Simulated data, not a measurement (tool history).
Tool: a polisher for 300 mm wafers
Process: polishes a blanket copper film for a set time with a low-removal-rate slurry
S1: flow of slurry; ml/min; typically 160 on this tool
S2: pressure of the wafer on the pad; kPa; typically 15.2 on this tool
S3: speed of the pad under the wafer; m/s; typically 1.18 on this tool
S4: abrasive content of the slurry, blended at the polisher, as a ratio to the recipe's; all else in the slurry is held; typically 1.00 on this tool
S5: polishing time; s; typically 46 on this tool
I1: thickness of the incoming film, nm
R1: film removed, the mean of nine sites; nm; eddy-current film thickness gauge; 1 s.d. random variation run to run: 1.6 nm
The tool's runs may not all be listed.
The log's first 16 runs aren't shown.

run,hour,S1,S2,S3,S4,S5,I1,R1
# hour 183.8: worn pad replaced by a new one
17,187.2,115,15.2,1.18,1.00,46,1100.6,113.4
18,202.0,200,18.6,1.18,0.75,46,1099.1,144.2
# hour 213.1: slurry nozzle cleaned
19,248.6,160,15.2,1.18,1.00,46,1086.3,118.9
20,258.8,160,15.2,1.18,1.00,46,1089.9,118.5
21,270.2,200,15.2,1.18,1.00,46,1106.5,120.0
22,281.6,160,15.2,1.18,1.00,46,1099.7,119.8
23,291.9,160,15.2,1.00,1.20,46,1076.0,105.8
# hour 303.4: worn pad replaced by a new one
24,305.1,190,13.1,1.18,1.00,55,1086.2,127.9
25,330.5,160,18.6,1.42,1.25,54,1102.6,207.3
26,338.0,160,12.4,1.18,1.30,46,1081.4,104.2

Run 27 is up next; what results do you expect?
27,353.5,160,15.2,1.18,1.00,46,1083.0,?

R1: 119.8 nm
Without the tool's hidden state the same run would have given R1 135.5 nm.
